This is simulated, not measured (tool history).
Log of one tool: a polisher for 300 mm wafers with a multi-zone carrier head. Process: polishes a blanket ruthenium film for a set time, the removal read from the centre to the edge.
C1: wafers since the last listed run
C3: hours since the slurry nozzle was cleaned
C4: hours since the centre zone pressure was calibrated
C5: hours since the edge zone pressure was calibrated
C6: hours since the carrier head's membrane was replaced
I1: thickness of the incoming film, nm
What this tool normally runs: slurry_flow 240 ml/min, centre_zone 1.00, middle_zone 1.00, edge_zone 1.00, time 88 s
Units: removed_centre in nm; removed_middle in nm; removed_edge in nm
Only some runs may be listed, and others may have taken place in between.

{"run": 1, "hour": 0.0, "slurry_flow": 240, "centre_zone": 1.0, "middle_zone": 1.0, "edge_zone": 1.0, "time": 88, "C1": 0, "wafers polished on this pad": 6, "C3": 190.9, "C4": 161.6, "C5": 944.9, "C6": 1341.1, "I1": 500.7, "removed_centre": 121.6, "removed_middle": 127.0, "removed_edge": 120.4}
{"run": 2, "hour": 15.6, "slurry_flow": 240, "centre_zone": 1.0, "middle_zone": 1.0, "edge_zone": 1.0, "time": 88, "C1": 194, "wafers polished on this pad": 201, "C3": 206.5, "C4": 177.2, "C5": 960.5, "C6": 1356.7, "I1": 503.5, "removed_centre": 123.5, "removed_middle": 125.2, "removed_edge": 123.7}
{"run": 3, "hour": 22.4, "slurry_flow": 240, "centre_zone": 1.0, "middle_zone": 1.0, "edge_zone": 1.0, "time": 88, "C1": 84, "wafers polished on this pad": 286, "C3": 213.3, "C4": 184.0, "C5": 967.3, "C6": 1363.5, "I1": 496.0, "removed_centre": 122.0, "removed_middle": 127.1, "removed_edge": 122.8}
{"run": 4, "hour": 35.6, "slurry_flow": 240, "centre_zone": 1.0, "middle_zone": 1.0, "edge_zone": 1.0, "time": 88, "C1": 164, "wafers polished on this pad": 451, "C3": 226.5, "C4": 197.2, "C5": 980.5, "C6": 1376.7, "I1": 495.2, "removed_centre": 123.1, "removed_middle": 125.5, "removed_edge": 120.1}
{"run": 5, "hour": 46.1, "slurry_flow": 240, "centre_zone": 0.97, "middle_zone": 1.0, "edge_zone": 1.0, "time": 88, "C1": 131, "wafers polished on this pad": 582, "C3": 237.0, "C4": 207.7, "C5": 991.0, "C6": 1387.2, "I1": 505.9, "removed_centre": 117.2, "removed_middle": 123.9, "removed_edge": 119.3}
{"run": 6, "hour": 60.0, "slurry_flow": 240, "centre_zone": 0.97, "middle_zone": 1.0, "edge_zone": 1.0, "time": 88, "C1": 173, "wafers polished on this pad": 756, "C3": 250.9, "C4": 221.6, "C5": 1004.9, "C6": 1401.1, "I1": 496.9, "removed_centre": 117.4, "removed_middle": 125.9, "removed_edge": 122.4}
{"hour": 75.7, "done": "worn pad replaced by a new one"}
{"run": 7, "hour": 76.2, "slurry_flow": 240, "centre_zone": 1.0, "middle_zone": 1.0, "edge_zone": 1.0, "time": 88, "C1": 152, "wafers polished on this pad": 5, "C3": 267.1, "C4": 237.8, "C5": 1021.1, "C6": 1417.3, "I1": 498.5, "removed_centre": 120.1, "removed_middle": 125.9, "removed_edge": 121.5}
{"run": 8, "hour": 86.1, "slurry_flow": 240, "centre_zone": 1.0, "middle_zone": 1.0, "edge_zone": 1.0, "time": 88, "C1": 123, "wafers polished on this pad": 129, "C3": 277.0, "C4": 247.7, "C5": 1031.0, "C6": 1427.2, "I1": 489.8, "removed_centre": 121.0, "removed_middle": 123.6, "removed_edge": 121.0}
{"run": 9, "hour": 93.9, "slurry_flow": 240, "centre_zone": 1.0, "middle_zone": 1.0, "edge_zone": 1.0, "time": 88, "C1": 97, "wafers polished on this pad": 227, "C3": 284.8, "C4": 255.5, "C5": 1038.8, "C6": 1435.0, "I1": 497.3, "removed_centre": 118.8, "removed_middle": 125.1, "removed_edge": 120.5}
{"hour": 116.7, "done": "carrier head's membrane replaced by a new one"}
{"run": 10, "hour": 117.2, "slurry_flow": 160, "centre_zone": 1.05, "middle_zone": 1.0, "edge_zone": 1.1, "time": 88, "C1": 228, "wafers polished on this pad": 455, "C3": 308.1, "C4": 278.8, "C5": 1062.1, "C6": 0.5, "I1": 502.7, "removed_centre": 112.4, "removed_middle": 114.0, "removed_edge": 117.0}
{"run": 11, "hour": 128.1, "slurry_flow": 305, "centre_zone": 1.0, "middle_zone": 1.0, "edge_zone": 0.95, "time": 88, "C1": 136, "wafers polished on this pad": 591, "C3": 319.0, "C4": 289.7, "C5": 1073.0, "C6": 11.4, "I1": 509.0, "removed_centre": 126.4, "removed_middle": 128.0, "removed_edge": 123.3}
{"run": 12, "hour": 144.0, "slurry_flow": 240, "centre_zone": 1.0, "middle_zone": 1.0, "edge_zone": 1.0, "time": 88, "C1": 198, "wafers polished on this pad": 790, "C3": 334.9, "C4": 305.6, "C5": 1088.9, "C6": 27.3, "I1": 496.9, "removed_centre": 121.0, "removed_middle": 123.0, "removed_edge": 117.3}
{"hour": 151.2, "done": "worn pad replaced by a new one"}
{"run": 13, "hour": 151.7, "slurry_flow": 275, "centre_zone": 1.0, "middle_zone": 1.0, "edge_zone": 0.91, "time": 88, "C1": 46, "wafers polished on this pad": 6, "C3": 342.6, "C4": 313.3, "C5": 1096.6, "C6": 35.0, "I1": 503.6, "removed_centre": 122.2, "removed_middle": 126.2, "removed_edge": 117.1}
{"run": 14, "hour": 157.4, "slurry_flow": 220, "centre_zone": 1.0, "middle_zone": 1.11, "edge_zone": 1.0, "time": 88, "C1": 71, "wafers polished on this pad": 78, "C3": 348.3, "C4": 319.0, "C5": 1102.3, "C6": 40.7, "I1": 496.0, "removed_centre": 117.5, "removed_middle": 132.2, "removed_edge": 114.1}
{"run": 15, "hour": 167.1, "slurry_flow": 220, "centre_zone": 1.0, "middle_zone": 1.11, "edge_zone": 1.0, "time": 88, "C1": 121, "wafers polished on this pad": 199, "C3": 358.0, "C4": 328.7, "C5": 1112.0, "C6": 50.4, "I1": 504.1, "removed_centre": 116.7, "removed_middle": 131.5, "removed_edge": 118.3}
{"hour": 178.6, "done": "edge zone pressure recalibrated"}
{"run": 16, "hour": 181.0, "slurry_flow": 210, "centre_zone": 1.0, "middle_zone": 0.97, "edge_zone": 1.0, "time": 88, "C1": 148, "wafers polished on this pad": 348, "C3": 371.9, "C4": 342.6, "C5": 2.4, "C6": 64.3, "I1": 495.3, "removed_centre": 117.5, "removed_middle": 117.6, "removed_edge": 119.9}
{"hour": 187.4, "done": "centre zone pressure recalibrated"}
{"hour": 189.7, "done": "slurry nozzle cleaned"}
{"run": 17, "hour": 194.3, "slurry_flow": 165, "centre_zone": 1.0, "middle_zone": 1.0, "edge_zone": 1.06, "time": 66, "C1": 128, "wafers polished on this pad": 476, "C3": 4.6, "C4": 6.9, "C5": 15.7, "C6": 77.6, "I1": 497.7, "removed_centre": 91.4, "removed_middle": 94.8, "removed_edge": 92.4}
{"run": 18, "hour": 205.5, "slurry_flow": 240, "centre_zone": 1.0, "middle_zone": 1.0, "edge_zone": 1.11, "time": 88, "C1": 139, "wafers polished on this pad": 616, "C3": 15.8, "C4": 18.1, "C5": 26.9, "C6": 88.8, "I1": 492.1, "removed_centre": 129.2, "removed_middle": 133.0, "removed_edge": 131.2}
{"run": 19, "hour": 219.8, "slurry_flow": 240, "centre_zone": 1.07, "middle_zone": 1.0, "edge_zone": 1.11, "time": 88, "C1": 178, "wafers polished on this pad": 795, "C3": 30.1, "C4": 32.4, "C5": 41.2, "C6": 103.1, "I1": 503.4, "removed_centre": 136.9, "removed_middle": 131.3, "removed_edge": 130.4}
{"hour": 230.1, "done": "worn pad replaced by a new one"}
{"run": 20, "hour": 230.6, "slurry_flow": 240, "centre_zone": 1.0, "middle_zone": 1.0, "edge_zone": 1.0, "time": 88, "C1": 84, "wafers polished on this pad": 5, "C3": 40.9, "C4": 43.2, "C5": 52.0, "C6": 113.9, "I1": 502.9, "removed_centre": 126.1, "removed_middle": 130.4, "removed_edge": 121.8}
{"run": 21, "hour": 237.6, "slurry_flow": 240, "centre_zone": 1.0, "middle_zone": 1.0, "edge_zone": 1.0, "time": 88, "C1": 87, "wafers polished on this pad": 93, "C3": 47.9, "C4": 50.2, "C5": 59.0, "C6": 120.9, "I1": 506.8, "removed_centre": 128.9, "removed_middle": 131.1, "removed_edge": 124.7}
{"run": 22, "hour": 248.1, "slurry_flow": 305, "centre_zone": 1.0, "middle_zone": 1.07, "edge_zone": 1.04, "time": 88, "C1": 131, "wafers polished on this pad": 224, "C3": 58.4, "C4": 60.7, "C5": 69.5, "C6": 131.4, "I1": 499.8, "removed_centre": 131.4, "removed_middle": 143.3, "removed_edge": 128.0}

Some steps in removed_centre, run to run, broken into two amounts with sign: the step expected even without the hidden condition (settings, incoming material, random variation), and the rest, left for the hidden condition together with whatever gauge scatter is not in both the measured and the hidden-condition-free result:
Hidden state at play: removal rate lost through wear of the pad, %; slurry flow missing at the pad, %; deviation of the centre zone's pressure from its setpoint, %; deviation of the edge zone's pressure from its setpoint, %.
Run 10 -> 11: slurry_flow 160 -> 305, centre_zone 1.05 -> 1.00, edge_zone 1.10 -> 0.95. removed_centre +14.0 nm: hidden state +5.8, all else +8.2.
Run 16 -> 17: slurry_flow 210 -> 165, middle_zone 0.97 -> 1.00, edge_zone 1.00 -> 1.06, time 88 -> 66, centre zone pressure recalibrated, slurry nozzle cleaned. removed_centre -26.1 nm: hidden state +11.6, all else -37.7.
Run 17 -> 18: slurry_flow 165 -> 240, edge_zone 1.06 -> 1.11, time 66 -> 88. removed_centre +37.8 nm: hidden state -0.5, all else +38.3.

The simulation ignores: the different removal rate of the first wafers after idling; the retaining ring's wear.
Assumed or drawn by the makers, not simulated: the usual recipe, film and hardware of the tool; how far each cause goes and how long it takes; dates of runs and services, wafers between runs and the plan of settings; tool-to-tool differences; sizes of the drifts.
